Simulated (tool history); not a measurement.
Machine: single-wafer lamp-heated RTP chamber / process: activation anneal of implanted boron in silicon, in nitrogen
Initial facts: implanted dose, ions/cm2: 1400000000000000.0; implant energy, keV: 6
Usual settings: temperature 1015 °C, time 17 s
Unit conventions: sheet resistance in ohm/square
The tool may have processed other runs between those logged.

| run | hour | temperature | time | read-back reference wafer on the same gauge, sheet resistance | sheet resistance |
|---|---|---|---|---|---|
| 1 | 0 | 1027 | 17 | 134.91 | 126.39 |
| 2 | 71.3 | 1027 | 17 | 135.1 | 125.93 |
| 3 | 127.2 | 1015 | 22 | 134.83 | 128.73 |
| 4 | 174.7 | 1015 | 22 | 134.92 | 126.88 |
| 5 | 235.7 | 1015 | 22 | 135 | 125.87 |
|  | 276 | pyrometer window cleaned and pyrometer calibrated |
| 6 | 280.1 | 1026 | 15 | 135.01 | 128.24 |
| 7 | 308.2 | 1026 | 15 | 134.89 | 130.6 |
| 8 | 352 | 1015 | 17 | 134.79 | 135.36 |
|  | 384.9 | reflector plate cleaned |
| 9 | 389.9 | 1015 | 17 | 134.86 | 133.71 |
| 10 | 417.4 | 1015 | 17 | 134.94 | 133.34 |
| 11 | 486.7 | 1015 | 17 | 135.03 | 134.02 |
| 12 | 540.7 | 1015 | 17 | 135.02 | 130.13 |
|  | 582.5 | gauge calibrated |
| 13 | 589.5 | 1015 | 17 | 134.8 | 128.26 |
|  | 600.7 | pyrometer window cleaned and pyrometer calibrated |
| 14 | 627.1 | 1015 | 17 | 134.9 | 134.9 |
| 15 | 838 | 1015 | 17 | 134.67 | 131.78 |
| 16 | 881.2 | 1015 | 17 | 134.8 | 130.55 |
| 17 | 912.7 | 1023 | 12 | 134.93 | 131.61 |
|  | 958.8 | pyrometer window cleaned and pyrometer calibrated |
| 18 | 976.5 | 1015 | 17 | 134.79 | 135.59 |
| 19 | 1099 | 1015 | 17 | 135.01 | 133.98 |
|  | 1228.9 | reflector plate cleaned |
| 20 | 1250.2 | 1006 | 17 | 134.89 | 136.1 |
| 21 | 1306.1 | 1028 | 27 | 134.76 | 113.59 |
| 22 | 1357.4 | 1004 | 7 | 135.06 | 144.98 |
|  | 1386.8 | pyrometer window cleaned and pyrometer calibrated |
| 23 | 1411.3 | 1040 | 23 | 134.86 | 115.13 |
| 24 | 1534.2 | 1040 | 23 | 134.91 | 114.23 |
| 25 | 1572.2 | 987 | 13 | 135.05 | 154.51 |
| 26 | 1630.1 | 1031 | 24 | 135.14 | 116.21 |
| 27 | 1690.3 | 1026 | 14 | 134.96 | 125.19 |
|  | 1754.5 | pyrometer window cleaned and pyrometer calibrated |
| 28 | 1790 | 992 | 22 | 134.69 | 145.99 |
| 29 | 1848.8 | 1001 | 7 | 134.94 | 155.67 |
| 30 | 1905.1 | 1015 | 17 | 134.98 | 132.38 |

The tool's hidden state at each run:
wafer temperature error from the tarnished reflector plate, K: 0 at every run
gauge reads high (%): 0 at every run
H1: true wafer temperature minus pyrometer reading, K
| run | H1 |
|---|---|
| 1 | 1.38 |
| 2 | 2.93 |
| 3 | 4.73 |
| 4 | 6.66 |
| 5 | 9.69 |
| 6 | 0.683 |
| 7 | 0.768 |
| 8 | 1.16 |
| 9 | 1.75 |
| 10 | 2.33 |
| 11 | 4.35 |
| 12 | 6.47 |
| 13 | 8.81 |
| 14 | 0.127 |
| 15 | 4.73 |
| 16 | 6.57 |
| 17 | 8.12 |
| 18 | 0.263 |
| 19 | 1.86 |
| 20 | 7.25 |
| 21 | 10.2 |
| 22 | 13.4 |
| 23 | 1.57 |
| 24 | 3.31 |
| 25 | 4.36 |
| 26 | 6.41 |
| 27 | 9.13 |
| 28 | 0.516 |
| 29 | 1.15 |
| 30 | 2.29 |
